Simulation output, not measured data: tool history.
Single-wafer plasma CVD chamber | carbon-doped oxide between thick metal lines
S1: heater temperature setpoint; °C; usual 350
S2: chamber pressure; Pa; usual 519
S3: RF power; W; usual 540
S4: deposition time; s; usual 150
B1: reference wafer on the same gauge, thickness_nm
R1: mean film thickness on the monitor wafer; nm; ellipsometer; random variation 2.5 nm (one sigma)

run	hour	S1	S2	S3	S4	B1	R1
1	0	350	519	540	150	707.958	769.946
2	41.8	350	519	540	150	706.151	769.814
3	104.2	350	444	540	150	706.442	759.418
4	190.9	350	444	540	150	707.432	756.925
5	279	350	444	540	150	707.41	759.22
6	352.2	350	519	540	150	707.48	771.904
7	420.1	350	519	540	150	707.182	774.628
8	496.3	350	519	540	150	707.247	771.354
9	536.5	350	577	540	150	706.683	781.987
10	734	350	577	540	150	707.163	784.196
11	802.1	350	519	540	150	707.645	777.707
# hour 858.1: RF generator calibrated
12	859.8	350	519	565	150	706.986	804.68
13	911.2	340	519	455	141	706.134	665.377
# hour 1005.9: capacitance manometer re-zeroed and calibrated
# hour 1035.9: thermocouple changed; heater temperature recalibrated
# hour 1078.1: gauge calibrated
14	1132.1	354	461	440	165	706.973	709.377
15	1229	350	397	580	150	707.241	784.244
16	1269	336	519	540	150	707.56	801.04
17	1336.9	350	519	540	150	706.686	767.413
# hour 1378.8: showerhead replaced
18	1397.3	335	452	540	172	706.338	914.345
19	1486.7	350	519	540	150	707.09	768.456
20	1548.7	350	519	630	150	707.809	855.196
21	1626.6	350	519	590	162	707.026	880.882
22	1811.6	365	519	510	150	707.19	710.915

Measured less the same run without the tool's hidden state. The same run-to-run variation is in both; the gauge's scatter may not be:
The hidden state here: wafer temperature above the value expected at the setpoint (K); delivered RF power above the setpoint (%); true pressure above the setpoint (%); gauge reads high (%).
run	R1
1	+0.681
2	+1.068
3	+1.623
4	+2.406
5	+3.218
6	+3.951
7	+4.598
8	+5.286
9	+5.737
10	+7.618
11	+8.192
12	+9.036
13	+8.779
14	+0.019
15	+0.937
16	+1.517
17	+1.912
18	+3.339
19	+3.299
20	+4.309
21	+5.264
22	+4.798
